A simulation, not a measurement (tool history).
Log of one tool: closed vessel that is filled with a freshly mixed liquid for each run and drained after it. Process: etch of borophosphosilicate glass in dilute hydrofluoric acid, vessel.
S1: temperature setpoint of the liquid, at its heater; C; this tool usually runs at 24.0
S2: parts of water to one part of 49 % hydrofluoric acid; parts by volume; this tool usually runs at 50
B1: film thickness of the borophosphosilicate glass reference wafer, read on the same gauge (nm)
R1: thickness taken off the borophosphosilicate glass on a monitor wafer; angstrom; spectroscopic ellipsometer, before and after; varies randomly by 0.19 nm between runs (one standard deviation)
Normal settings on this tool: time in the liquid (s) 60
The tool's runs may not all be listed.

run 1 hour=0.0 | S1=24.0 S2=50 time_in_the_liquid_(s)=60 | B1=59.56 | R1=497.7
run 2 hour=19.7 | S1=24.0 S2=50 time_in_the_liquid_(s)=60 | B1=59.48 | R1=494.3
run 3 hour=37.0 | S1=24.0 S2=50 time_in_the_liquid_(s)=60 | B1=59.46 | R1=495.1
run 4 hour=59.9 | S1=24.0 S2=50 time_in_the_liquid_(s)=60 | B1=59.41 | R1=493.8
run 5 hour=72.7 | S1=24.0 S2=50 time_in_the_liquid_(s)=60 | B1=59.36 | R1=491.6
run 6 hour=106.2 | S1=24.0 S2=50 time_in_the_liquid_(s)=35 | B1=59.32 | R1=286.5
run 7 hour=122.8 | S1=24.0 S2=50 time_in_the_liquid_(s)=35 | B1=59.31 | R1=287.2
run 8 hour=135.5 | S1=24.0 S2=70 time_in_the_liquid_(s)=35 | B1=59.29 | R1=200.5
-- hour=158.4 thermometer replaced
run 9 hour=168.9 | S1=24.0 S2=70 time_in_the_liquid_(s)=35 | B1=59.24 | R1=200.1
run 10 hour=192.2 | S1=24.0 S2=50 time_in_the_liquid_(s)=45 | B1=59.20 | R1=368.1
run 11 hour=218.0 | S1=24.0 S2=50 time_in_the_liquid_(s)=60 | B1=59.20 | R1=491.8
-- hour=244.8 hydrofluoric acid flow meter replaced
run 12 hour=249.3 | S1=21.0 S2=50 time_in_the_liquid_(s)=60 | B1=59.19 | R1=435.0
-- hour=258.1 gauge calibrated
run 13 hour=264.1 | S1=25.5 S2=35 time_in_the_liquid_(s)=60 | B1=59.97 | R1=777.9
run 14 hour=295.7 | S1=24.0 S2=50 time_in_the_liquid_(s)=60 | B1=59.81 | R1=499.1
run 15 hour=328.6 | S1=24.0 S2=70 time_in_the_liquid_(s)=60 | B1=59.66 | R1=345.2
run 16 hour=408.5 | S1=26.5 S2=25 time_in_the_liquid_(s)=80 | B1=59.44 | R1=1507.2
run 17 hour=443.2 | S1=22.0 S2=60 time_in_the_liquid_(s)=45 | B1=59.34 | R1=281.7
run 18 hour=476.7 | S1=21.5 S2=60 time_in_the_liquid_(s)=75 | B1=59.29 | R1=460.0
run 19 hour=508.0 | S1=19.5 S2=40 time_in_the_liquid_(s)=30 | B1=59.29 | R1=259.1

Same runs, no hidden state in the tool, same run-to-run variation:
Hidden conditions of the tool in this case: liquid hotter than its thermometer reads (K); hydrofluoric acid flow above the setpoint (%); gauge reads high (%).
run=1 R1=501.4
run=2 R1=498.5
run=3 R1=499.7
run=4 R1=498.9
run=5 R1=496.8
run=6 R1=289.8
run=7 R1=290.6
run=8 R1=203.0
run=9 R1=202.7
run=10 R1=372.9
run=11 R1=498.3
run=12 R1=440.9
run=13 R1=777.8
run=14 R1=500.7
run=15 R1=347.2
run=16 R1=1521.8
run=17 R1=284.7
run=18 R1=465.2
run=19 R1=262.1
